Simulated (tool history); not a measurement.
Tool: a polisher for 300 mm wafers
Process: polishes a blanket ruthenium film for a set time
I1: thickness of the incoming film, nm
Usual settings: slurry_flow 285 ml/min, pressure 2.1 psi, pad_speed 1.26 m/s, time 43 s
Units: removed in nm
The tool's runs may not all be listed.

Run 1, hour 0.0: usual settings; I1 631.4. Result: removed 53.8 nm.
Run 2, hour 49.4: usual settings; I1 635.2. Result: removed 53.9 nm.
Run 3, hour 79.2: usual settings; I1 631.9. Result: removed 53.4 nm.
Run 4, hour 117.8: usual settings; I1 626.7. Result: removed 51.8 nm.
Run 5, hour 151.4: usual settings; I1 620.1. Result: removed 53.4 nm.
Run 6, hour 198.1: usual settings; I1 627.7. Result: removed 51.8 nm.
Run 7, hour 227.8: usual settings; I1 640.2. Result: removed 52.2 nm.
Run 8, hour 287.0: usual settings; I1 617.1. Result: removed 50.0 nm.
Run 9, hour 312.5: usual settings; I1 633.9. Result: removed 50.3 nm.
Run 10, hour 353.6: usual settings; I1 631.2. Result: removed 47.9 nm.
At hour 383.1: worn pad replaced by a new one.
Run 11, hour 404.4: usual settings; I1 623.9. Result: removed 54.5 nm.
Run 12, hour 445.7: usual settings; I1 625.1. Result: removed 53.0 nm.
Run 13, hour 469.9: usual settings; I1 631.2. Result: removed 52.8 nm.
Run 14, hour 521.3: usual settings but pad_speed 1.52 m/s; I1 626.1. Result: removed 63.2 nm.
Run 15, hour 555.1: usual settings but pad_speed 1.52 m/s; I1 632.3. Result: removed 64.4 nm.
Run 16, hour 582.4: usual settings but pad_speed 1.52 m/s; I1 630.9. Result: removed 63.4 nm.
At hour 595.1: slurry nozzle cleaned.
Run 17, hour 615.6: usual settings; I1 624.4. Result: removed 50.5 nm.
At hour 642.5: head pressure recalibrated.
Run 18, hour 672.0: usual settings but slurry_flow 220 ml/min, time 36 s; I1 623.9. Result: removed 46.7 nm.
Run 19, hour 727.3: usual settings but pressure 1.4 psi; I1 629.1. Result: removed 43.9 nm.
At hour 776.7: worn pad replaced by a new one.
Run 20, hour 785.8: usual settings but pressure 2.7 psi, pad_speed 1.12 m/s; I1 629.7. Result: removed 61.7 nm.
Run 21, hour 831.8: usual settings but slurry_flow 240 ml/min, pressure 2.5 psi; I1 625.0. Result: removed 64.4 nm.
Run 22, hour 871.4: usual settings; I1 617.3. Result: removed 55.9 nm.
Run 23, hour 906.9: usual settings but pressure 1.5 psi; I1 630.1. Result: removed 47.8 nm.
Run 24, hour 963.3: usual settings; I1 627.6. Result: removed 56.5 nm.
Run 25, hour 1016.9: usual settings but slurry_flow 320 ml/min; I1 627.5. Result: removed 56.8 nm.
At hour 1153.9: slurry nozzle cleaned.
Run 26, hour 1189.6: usual settings; I1 629.0. Result: removed 53.2 nm.
At hour 1222.8: worn pad replaced by a new one.
Run 27, hour 1228.0: usual settings but pressure 1.5 psi, time 33 s; I1 631.3. Result: removed 36.1 nm.
Run 28, hour 1288.0: usual settings; I1 631.3. Result: removed 55.5 nm.
Run 29, hour 1314.8: usual settings; I1 620.2. Result: removed 55.7 nm.
Run 30, hour 1356.5: usual settings but pad_speed 1.58 m/s, time 29 s; I1 623.2. Result: removed 47.3 nm.
Run 31, hour 1401.0: usual settings but slurry_flow 370 ml/min, pressure 2.5 psi, time 35 s; I1 639.2. Result: removed 50.3 nm.
Run 32, hour 1448.6: usual settings but slurry_flow 360 ml/min, time 54 s; I1 637.3. Result: removed 69.6 nm.
Run 33, hour 1497.3: usual settings but slurry_flow 380 ml/min, pressure 2.6 psi; I1 638.2. Result: removed 62.6 nm.
Run 34, hour 1561.8: usual settings; I1 623.2. Result: removed 53.1 nm.
Run 35, hour 1598.6: usual settings but slurry_flow 370 ml/min; I1 632.7. Result: removed 52.7 nm.
Run 36, hour 1666.9: usual settings but pressure 1.8 psi, pad_speed 1.42 m/s, time 47 s; I1 625.1. Result: removed 58.3 nm.
Run 37, hour 1697.4: usual settings but pressure 1.8 psi, pad_speed 1.00 m/s; I1 639.4. Result: removed 35.9 nm.
At hour 1707.0: worn pad replaced by a new one.
Run 38, hour 1753.7: usual settings; I1 632.9. Result: removed 54.7 nm.

3 ways to go on from here, each from the tool as it stands after run 38. What would each give?
Run A, hour 1754.1: usual settings but pressure 2.3 psi; I1 642.4. Result: removed ?.
Run B, hour 1754.1: usual settings but pressure 1.7 psi, time 39 s; I1 642.4. Result: removed ?.
Run C, hour 1754.1: usual settings but slurry_flow 220 ml/min, pressure 2.4 psi, pad_speed 1.66 m/s, time 35 s; I1 642.4. Result: removed ?.

run  removed
  A     57.4
  B     43.5
  C     61.3
Without the tool's hidden state the same runs would have given:
run  removed
  A     61.6
  B     46.7
  C     65.8

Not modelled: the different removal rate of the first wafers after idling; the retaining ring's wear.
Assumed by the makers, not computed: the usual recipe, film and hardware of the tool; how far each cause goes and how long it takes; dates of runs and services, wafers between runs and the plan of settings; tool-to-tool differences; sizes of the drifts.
